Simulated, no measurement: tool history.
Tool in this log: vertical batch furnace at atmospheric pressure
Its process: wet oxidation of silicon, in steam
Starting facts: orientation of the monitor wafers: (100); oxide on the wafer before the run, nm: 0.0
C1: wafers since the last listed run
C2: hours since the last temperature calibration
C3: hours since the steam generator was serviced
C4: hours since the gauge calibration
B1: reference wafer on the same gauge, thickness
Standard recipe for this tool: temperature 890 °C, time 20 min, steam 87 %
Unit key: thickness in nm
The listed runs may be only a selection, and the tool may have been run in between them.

run 1 hour=0 | temperature=896 time=26.5 steam=87 | C1=0 C2=2425.2 C3=1703.5 C4=412.1 | B1=51.42 | thickness=68.64
run 2 hour=49.3 | temperature=896 time=26.5 steam=87 | C1=387 C2=2474.5 C3=1752.8 C4=461.4 | B1=51.43 | thickness=68.89
run 3 hour=141.2 | temperature=890 time=17.5 steam=79 | C1=722 C2=2566.4 C3=1844.7 C4=553.3 | B1=51.37 | thickness=38.4
-- hour=226.9 gauge calibrated
run 4 hour=239.4 | temperature=890 time=17.5 steam=79 | C1=771 C2=2664.6 C3=1942.9 C4=12.5 | B1=51.4 | thickness=38.31
run 5 hour=277.8 | temperature=890 time=17.5 steam=79 | C1=301 C2=2703 C3=1981.3 C4=50.9 | B1=51.41 | thickness=38.3
run 6 hour=359 | temperature=890 time=20 steam=91 | C1=638 C2=2784.2 C3=2062.5 C4=132.1 | B1=51.4 | thickness=50.13
run 7 hour=457.3 | temperature=890 time=20 steam=81 | C1=772 C2=2882.5 C3=2160.8 C4=230.4 | B1=51.48 | thickness=44.87
run 8 hour=511.1 | temperature=890 time=20 steam=81 | C1=422 C2=2936.3 C3=2214.6 C4=284.2 | B1=51.39 | thickness=45.03
run 9 hour=559 | temperature=912 time=25 steam=94 | C1=376 C2=2984.2 C3=2262.5 C4=332.1 | B1=51.41 | thickness=89.4
-- hour=602.2 steam generator serviced
run 10 hour=662.1 | temperature=878 time=20 steam=83 | C1=621 C2=3087.3 C3=59.9 C4=435.2 | B1=51.38 | thickness=38.12
-- hour=759.4 gauge calibrated
-- hour=765.5 thermocouples replaced and temperature profile calibrated
run 11 hour=766 | temperature=890 time=20 steam=82 | C1=627 C2=0.5 C3=163.8 C4=6.6 | B1=51.36 | thickness=41.64
run 12 hour=797.5 | temperature=890 time=12.5 steam=87 | C1=247 C2=32 C3=195.3 C4=38.1 | B1=51.42 | thickness=28.02
run 13 hour=854.8 | temperature=890 time=29.5 steam=87 | C1=450 C2=89.3 C3=252.6 C4=95.4 | B1=51.36 | thickness=64.49
run 14 hour=924.7 | temperature=905 time=13.5 steam=87 | C1=549 C2=159.2 C3=322.5 C4=165.3 | B1=51.36 | thickness=38.77
run 15 hour=989.8 | temperature=905 time=13.5 steam=87 | C1=511 C2=224.3 C3=387.6 C4=230.4 | B1=51.38 | thickness=39.12
run 16 hour=1074.4 | temperature=906 time=28.5 steam=82 | C1=664 C2=308.9 C3=472.2 C4=315 | B1=51.39 | thickness=76.29
run 17 hour=1131.1 | temperature=877 time=20 steam=87 | C1=445 C2=365.6 C3=528.9 C4=371.7 | B1=51.4 | thickness=36.31

Here are 4 independent what-if runs from the current tool condition. What would each one return?
run A hour=1136 | temperature=890 time=20 steam=87 | C1=38 C2=370.5 C3=533.8 C4=376.6 | B1=? | thickness=?
run B hour=1136 | temperature=879 time=14.5 steam=97 | C1=38 C2=370.5 C3=533.8 C4=376.6 | B1=? | thickness=?
run C hour=1136 | temperature=878 time=28.5 steam=87 | C1=38 C2=370.5 C3=533.8 C4=376.6 | B1=? | thickness=?
run D hour=1136 | temperature=874 time=20 steam=76 | C1=38 C2=370.5 C3=533.8 C4=376.6 | B1=? | thickness=?

run=A B1=51.43 thickness=44.67
run=B B1=51.43 thickness=30.11
run=C B1=51.43 thickness=51.43
run=D B1=51.43 thickness=29.78
What these runs would have given with no unlogged condition in the tool:
run=A thickness=44.08
run=B thickness=29.7
run=C thickness=50.74
run=D thickness=29.37
